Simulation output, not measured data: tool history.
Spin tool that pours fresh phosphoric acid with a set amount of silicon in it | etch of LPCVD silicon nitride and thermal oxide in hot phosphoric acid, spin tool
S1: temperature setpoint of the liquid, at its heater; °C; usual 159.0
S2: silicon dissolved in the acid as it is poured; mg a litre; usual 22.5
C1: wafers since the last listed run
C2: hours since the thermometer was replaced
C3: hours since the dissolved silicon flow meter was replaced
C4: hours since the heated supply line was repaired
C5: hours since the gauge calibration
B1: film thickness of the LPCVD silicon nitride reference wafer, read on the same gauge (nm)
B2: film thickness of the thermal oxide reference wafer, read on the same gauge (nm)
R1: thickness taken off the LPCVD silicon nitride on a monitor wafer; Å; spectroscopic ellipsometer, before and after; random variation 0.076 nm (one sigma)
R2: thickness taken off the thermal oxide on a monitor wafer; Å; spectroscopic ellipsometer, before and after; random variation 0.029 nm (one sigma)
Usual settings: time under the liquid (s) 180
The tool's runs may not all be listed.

run 1 hour=0.0 | S1=160.0 S2=35.5 time_under_the_liquid_(s)=215 | C1=0 C2=1294.1 C3=271.9 C4=1997.3 C5=2909.1 | B1=53.04 B2=53.010 | R1=169.9 R2=2.69
-- hour=18.2 gauge calibrated
run 2 hour=51.8 | S1=159.0 S2=22.5 time_under_the_liquid_(s)=180 | C1=448 C2=1345.9 C3=323.7 C4=2049.1 C5=33.6 | B1=49.51 B2=49.560 | R1=128.9 R2=3.33
run 3 hour=88.9 | S1=159.0 S2=22.5 time_under_the_liquid_(s)=180 | C1=321 C2=1383.0 C3=360.8 C4=2086.2 C5=70.7 | B1=49.66 B2=49.644 | R1=128.3 R2=3.20
run 4 hour=166.2 | S1=159.0 S2=22.5 time_under_the_liquid_(s)=180 | C1=669 C2=1460.3 C3=438.1 C4=2163.5 C5=148.0 | B1=49.87 B2=49.865 | R1=127.9 R2=3.34
run 5 hour=236.7 | S1=157.5 S2=16.5 time_under_the_liquid_(s)=275 | C1=610 C2=1530.8 C3=508.6 C4=2234.0 C5=218.5 | B1=50.08 B2=50.086 | R1=186.7 R2=5.19
-- hour=283.7 heated supply line repaired
run 6 hour=331.4 | S1=159.0 S2=22.5 time_under_the_liquid_(s)=180 | C1=810 C2=1625.5 C3=603.3 C4=47.7 C5=313.2 | B1=50.28 B2=50.293 | R1=129.9 R2=2.50
run 7 hour=378.6 | S1=156.5 S2=40.0 time_under_the_liquid_(s)=140 | C1=408 C2=1672.7 C3=650.5 C4=94.9 C5=360.4 | B1=50.43 B2=50.414 | R1=92.9 R2=1.06
run 8 hour=454.0 | S1=159.0 S2=32.0 time_under_the_liquid_(s)=125 | C1=652 C2=1748.1 C3=725.9 C4=170.3 C5=435.8 | B1=50.58 B2=50.570 | R1=90.0 R2=1.63
run 9 hour=554.4 | S1=161.0 S2=28.0 time_under_the_liquid_(s)=120 | C1=868 C2=1848.5 C3=826.3 C4=270.7 C5=536.2 | B1=50.77 B2=50.780 | R1=92.5 R2=1.86
run 10 hour=599.5 | S1=159.0 S2=22.5 time_under_the_liquid_(s)=180 | C1=390 C2=1893.6 C3=871.4 C4=315.8 C5=581.3 | B1=50.85 B2=50.848 | R1=131.2 R2=2.73
run 11 hour=660.5 | S1=159.0 S2=36.0 time_under_the_liquid_(s)=180 | C1=527 C2=1954.6 C3=932.4 C4=376.8 C5=642.3 | B1=50.97 B2=50.958 | R1=132.3 R2=2.01
run 12 hour=734.0 | S1=159.0 S2=22.5 time_under_the_liquid_(s)=180 | C1=636 C2=2028.1 C3=1005.9 C4=450.3 C5=715.8 | B1=51.10 B2=51.095 | R1=130.0 R2=3.24
run 13 hour=833.9 | S1=159.0 S2=22.5 time_under_the_liquid_(s)=180 | C1=864 C2=2128.0 C3=1105.8 C4=550.2 C5=815.7 | B1=51.30 B2=51.219 | R1=132.9 R2=2.88
-- hour=871.0 dissolved silicon flow meter replaced
run 14 hour=876.2 | S1=160.5 S2=9.5 time_under_the_liquid_(s)=270 | C1=357 C2=2170.3 C3=5.2 C4=592.5 C5=858.0 | B1=51.29 B2=51.311 | R1=208.3 R2=8.70
run 15 hour=930.2 | S1=158.0 S2=38.0 time_under_the_liquid_(s)=180 | C1=467 C2=2224.3 C3=59.2 C4=646.5 C5=912.0 | B1=51.34 B2=51.398 | R1=129.5 R2=1.70
run 16 hour=1006.6 | S1=159.0 S2=17.0 time_under_the_liquid_(s)=230 | C1=661 C2=2300.7 C3=135.6 C4=722.9 C5=988.4 | B1=51.49 B2=51.471 | R1=170.4 R2=4.85
-- hour=1041.0 thermometer replaced
run 17 hour=1113.3 | S1=159.0 S2=22.5 time_under_the_liquid_(s)=180 | C1=914 C2=72.3 C3=242.3 C4=829.6 C5=1095.1 | B1=51.63 B2=51.575 | R1=133.0 R2=3.83
run 18 hour=1192.9 | S1=161.5 S2=22.5 time_under_the_liquid_(s)=180 | C1=688 C2=151.9 C3=321.9 C4=909.2 C5=1174.7 | B1=51.67 B2=51.666 | R1=145.0 R2=3.58
run 19 hour=1269.0 | S1=157.5 S2=22.5 time_under_the_liquid_(s)=250 | C1=658 C2=228.0 C3=398.0 C4=985.3 C5=1250.8 | B1=51.77 B2=51.775 | R1=176.4 R2=3.75
run 20 hour=1357.9 | S1=159.0 S2=6.5 time_under_the_liquid_(s)=120 | C1=769 C2=316.9 C3=486.9 C4=1074.2 C5=1339.7 | B1=51.81 B2=51.845 | R1=88.2 R2=2.89
run 21 hour=1672.6 | S1=159.0 S2=22.5 time_under_the_liquid_(s)=105 | C1=2723 C2=631.6 C3=801.6 C4=1388.9 C5=1654.4 | B1=52.12 B2=52.064 | R1=78.1 R2=1.81

The same runs without the tool's hidden state, with the same run-to-run variation:
The hidden state here: liquid colder than its thermometer reads (K); dissolved silicon flow above the setpoint (%); temperature lost on the way to the wafer (K); gauge reads high (%).
run=1 R1=160.2
run=2 R1=130.0
run=3 R1=129.2
run=4 R1=128.2
run=5 R1=186.4
run=6 R1=129.1
run=7 R1=92.2
run=8 R1=89.0
run=9 R1=91.1
run=10 R1=129.0
run=11 R1=129.8
run=12 R1=127.2
run=13 R1=129.6
run=14 R1=203.0
run=15 R1=126.0
run=16 R1=165.5
run=17 R1=128.8
run=18 R1=140.3
run=19 R1=170.4
run=20 R1=85.0
run=21 R1=75.0
R2: within 0.22 Å of the measured result in every run.

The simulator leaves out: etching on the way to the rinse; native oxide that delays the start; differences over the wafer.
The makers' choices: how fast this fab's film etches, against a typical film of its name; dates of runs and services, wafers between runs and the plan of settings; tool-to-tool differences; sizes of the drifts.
